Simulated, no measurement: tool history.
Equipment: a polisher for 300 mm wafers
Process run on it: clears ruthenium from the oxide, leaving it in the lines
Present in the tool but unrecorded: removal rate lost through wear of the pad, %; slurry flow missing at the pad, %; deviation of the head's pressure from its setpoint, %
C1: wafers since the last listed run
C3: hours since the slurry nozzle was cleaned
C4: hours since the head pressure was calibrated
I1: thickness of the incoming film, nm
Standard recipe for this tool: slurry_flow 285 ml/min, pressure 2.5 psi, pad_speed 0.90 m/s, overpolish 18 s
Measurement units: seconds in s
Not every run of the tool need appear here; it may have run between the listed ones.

{"run": 1, "hour": 0.0, "slurry_flow": 285, "pressure": 2.5, "pad_speed": 0.9, "overpolish": 18, "C1": 0, "wafers polished on this pad": 1029, "C3": 507.3, "C4": 921.8, "I1": 178.0, "seconds": 179.6}
{"run": 2, "hour": 7.3, "slurry_flow": 285, "pressure": 2.5, "pad_speed": 0.9, "overpolish": 18, "C1": 45, "wafers polished on this pad": 1075, "C3": 514.6, "C4": 929.1, "I1": 177.6, "seconds": 179.3}
{"run": 3, "hour": 19.2, "slurry_flow": 285, "pressure": 2.5, "pad_speed": 0.9, "overpolish": 18, "C1": 74, "wafers polished on this pad": 1149, "C3": 526.5, "C4": 941.0, "I1": 178.5, "seconds": 181.4}
{"hour": 29.2, "done": "worn pad replaced by a new one"}
{"run": 4, "hour": 59.5, "slurry_flow": 285, "pressure": 2.5, "pad_speed": 0.9, "overpolish": 18, "C1": 226, "wafers polished on this pad": 188, "C3": 566.8, "C4": 981.3, "I1": 181.7, "seconds": 161.4}
{"run": 5, "hour": 69.3, "slurry_flow": 285, "pressure": 2.5, "pad_speed": 0.9, "overpolish": 18, "C1": 61, "wafers polished on this pad": 250, "C3": 576.6, "C4": 991.1, "I1": 178.7, "seconds": 156.4}
{"run": 6, "hour": 76.2, "slurry_flow": 285, "pressure": 2.5, "pad_speed": 0.9, "overpolish": 18, "C1": 42, "wafers polished on this pad": 293, "C3": 583.5, "C4": 998.0, "I1": 178.7, "seconds": 160.8}
{"run": 7, "hour": 118.7, "slurry_flow": 285, "pressure": 2.5, "pad_speed": 0.9, "overpolish": 18, "C1": 264, "wafers polished on this pad": 557, "C3": 626.0, "C4": 1040.5, "I1": 181.2, "seconds": 171.1}
{"hour": 120.8, "done": "slurry nozzle cleaned"}
{"run": 8, "hour": 132.4, "slurry_flow": 285, "pressure": 1.9, "pad_speed": 0.9, "overpolish": 18, "C1": 79, "wafers polished on this pad": 636, "C3": 11.6, "C4": 1054.2, "I1": 178.6, "seconds": 219.2}
{"run": 9, "hour": 150.3, "slurry_flow": 285, "pressure": 1.9, "pad_speed": 0.9, "overpolish": 18, "C1": 111, "wafers polished on this pad": 748, "C3": 29.5, "C4": 1072.1, "I1": 179.2, "seconds": 226.1}
{"run": 10, "hour": 160.0, "slurry_flow": 285, "pressure": 2.5, "pad_speed": 0.9, "overpolish": 18, "C1": 60, "wafers polished on this pad": 808, "C3": 39.2, "C4": 1081.8, "I1": 181.2, "seconds": 175.9}
{"run": 11, "hour": 173.4, "slurry_flow": 285, "pressure": 3.3, "pad_speed": 0.9, "overpolish": 18, "C1": 83, "wafers polished on this pad": 892, "C3": 52.6, "C4": 1095.2, "I1": 180.4, "seconds": 132.7}
{"run": 12, "hour": 181.8, "slurry_flow": 245, "pressure": 2.5, "pad_speed": 0.9, "overpolish": 18, "C1": 52, "wafers polished on this pad": 944, "C3": 61.0, "C4": 1103.6, "I1": 178.2, "seconds": 177.7}
{"run": 13, "hour": 192.6, "slurry_flow": 225, "pressure": 1.8, "pad_speed": 1.0, "overpolish": 23, "C1": 67, "wafers polished on this pad": 1011, "C3": 71.8, "C4": 1114.4, "I1": 181.7, "seconds": 225.3}
{"hour": 200.5, "done": "head pressure recalibrated"}
{"run": 14, "hour": 201.0, "slurry_flow": 320, "pressure": 3.3, "pad_speed": 0.72, "overpolish": 23, "C1": 39, "wafers polished on this pad": 1051, "C3": 80.2, "C4": 0.5, "I1": 178.0, "seconds": 162.7}
{"hour": 206.5, "done": "worn pad replaced by a new one"}
{"run": 15, "hour": 215.2, "slurry_flow": 285, "pressure": 2.5, "pad_speed": 0.9, "overpolish": 18, "C1": 63, "wafers polished on this pad": 53, "C3": 94.4, "C4": 14.7, "I1": 177.7, "seconds": 162.7}
{"run": 16, "hour": 223.5, "slurry_flow": 285, "pressure": 2.0, "pad_speed": 0.9, "overpolish": 22, "C1": 51, "wafers polished on this pad": 105, "C3": 102.7, "C4": 23.0, "I1": 176.7, "seconds": 197.6}
{"run": 17, "hour": 236.9, "slurry_flow": 285, "pressure": 2.5, "pad_speed": 1.12, "overpolish": 18, "C1": 83, "wafers polished on this pad": 189, "C3": 116.1, "C4": 36.4, "I1": 177.9, "seconds": 136.7}
{"run": 18, "hour": 243.7, "slurry_flow": 285, "pressure": 2.2, "pad_speed": 0.9, "overpolish": 26, "C1": 42, "wafers polished on this pad": 231, "C3": 122.9, "C4": 43.2, "I1": 179.4, "seconds": 189.1}
{"run": 19, "hour": 256.8, "slurry_flow": 285, "pressure": 2.0, "pad_speed": 0.9, "overpolish": 18, "C1": 81, "wafers polished on this pad": 313, "C3": 136.0, "C4": 56.3, "I1": 180.1, "seconds": 205.6}
{"run": 20, "hour": 267.5, "slurry_flow": 285, "pressure": 2.5, "pad_speed": 0.9, "overpolish": 18, "C1": 66, "wafers polished on this pad": 379, "C3": 146.7, "C4": 67.0, "I1": 180.2, "seconds": 166.2}

3 options for the next run, each taken on its own from the tool as it stands now. Forecast them:
{"run": "A", "hour": 268.0, "slurry_flow": 360, "pressure": 2.5, "pad_speed": 0.9, "overpolish": 18, "C1": 3, "wafers polished on this pad": 382, "C3": 147.2, "C4": 67.5, "I1": 181.7, "seconds": "?"}
{"run": "B", "hour": 268.0, "slurry_flow": 285, "pressure": 2.5, "pad_speed": 0.66, "overpolish": 9, "C1": 3, "wafers polished on this pad": 382, "C3": 147.2, "C4": 67.5, "I1": 181.7, "seconds": "?"}
{"run": "C", "hour": 268.0, "slurry_flow": 365, "pressure": 2.8, "pad_speed": 0.76, "overpolish": 24, "C1": 3, "wafers polished on this pad": 382, "C3": 147.2, "C4": 67.5, "I1": 181.7, "seconds": "?"}

run=A seconds=171.8
run=B seconds=229.9
run=C seconds=178.9
Without the tool's unlogged condition, the same runs would have read:
run=A seconds=162.0
run=B seconds=216.9
run=C seconds=168.7
